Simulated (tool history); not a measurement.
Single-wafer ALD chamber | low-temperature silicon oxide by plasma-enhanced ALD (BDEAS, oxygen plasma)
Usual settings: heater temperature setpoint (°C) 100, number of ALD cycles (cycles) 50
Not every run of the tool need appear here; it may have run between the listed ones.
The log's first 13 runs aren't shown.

run    hour  heater temperature setpoint (°C)  number of ALD cycles (cycles)  read-back reference wafer on the same gauge, thickness_nm  mean film thickness on the monitor wafer (nm)
      659.5  -- thermocouple changed; heater temperature recalibrated
 14   667.4                               100                             50                                                      7.448                                          6.517
 15   716.7                               100                             50                                                      7.455                                          6.502
 16   785.7                               100                             50                                                      7.452                                          6.516
 17   831.3                               100                             50                                                       7.45                                            6.5
 18   890.7                               107                             55                                                      7.441                                          7.036
 19   919.7                               107                             55                                                      7.447                                          7.046
 20   969.5                               106                             46                                                      7.449                                          5.893
 21  1001.7                               100                             50                                                      7.453                                          6.476
 22  1050.9                                87                             58                                                      7.454                                          7.896
 23  1084.2                                89                             55                                                      7.452                                          7.472
 24  1138.1                               100                             50                                                      7.452                                          6.453
     1157.4  -- gauge calibrated
 25  1182.9                               105                             46                                                       7.45                                          5.881
 26  1211.7                                86                             41                                                      7.444                                           5.61
 27  1276.4                               100                             50                                                       7.45                                          6.481
 28  1313.9                                94                             44                                                      7.452                                          5.827
 29  1345.4                                86                             44                                                      7.445                                          6.024
 30  1410.1                                86                             44                                                      7.453                                          5.975
 31  1441.8                                94                             44                                                      7.446                                          5.821
 32  1491.3                               105                             50                                                      7.447                                          6.393
 33  1549.6                               107                             55                                                      7.443                                          6.995
 34    1621                                91                             50                                                      7.451                                          6.634
 35  1652.4                               100                             59                                                      7.454                                          7.621
 36  1704.4                               100                             57                                                      7.448                                          7.348
 37  1761.9                                94                             57                                                      7.453                                          7.493
 38  1824.3                                94                             50                                                      7.455                                          6.555

Each row is a separate what-if for the run after 38, all from the same tool condition, not one after another. Results?
  A  1824.8                               100                             50                                                          ?                                              ?
  B  1824.8                               111                             57                                                          ?                                              ?
  C  1824.8                                89                             44                                                          ?                                              ?

run  read-back reference wafer on the same gauge, thickness_nm  mean film thickness on the monitor wafer (nm)
  A                                                      7.448                                          6.435
  B                                                      7.448                                          7.169
  C                                                      7.448                                          5.876
With the hidden condition removed and each run's random variation left untouched, the same runs would have given:
run  mean film thickness on the monitor wafer (nm)
  A                                          6.488
  B                                          7.228
  C                                          5.967

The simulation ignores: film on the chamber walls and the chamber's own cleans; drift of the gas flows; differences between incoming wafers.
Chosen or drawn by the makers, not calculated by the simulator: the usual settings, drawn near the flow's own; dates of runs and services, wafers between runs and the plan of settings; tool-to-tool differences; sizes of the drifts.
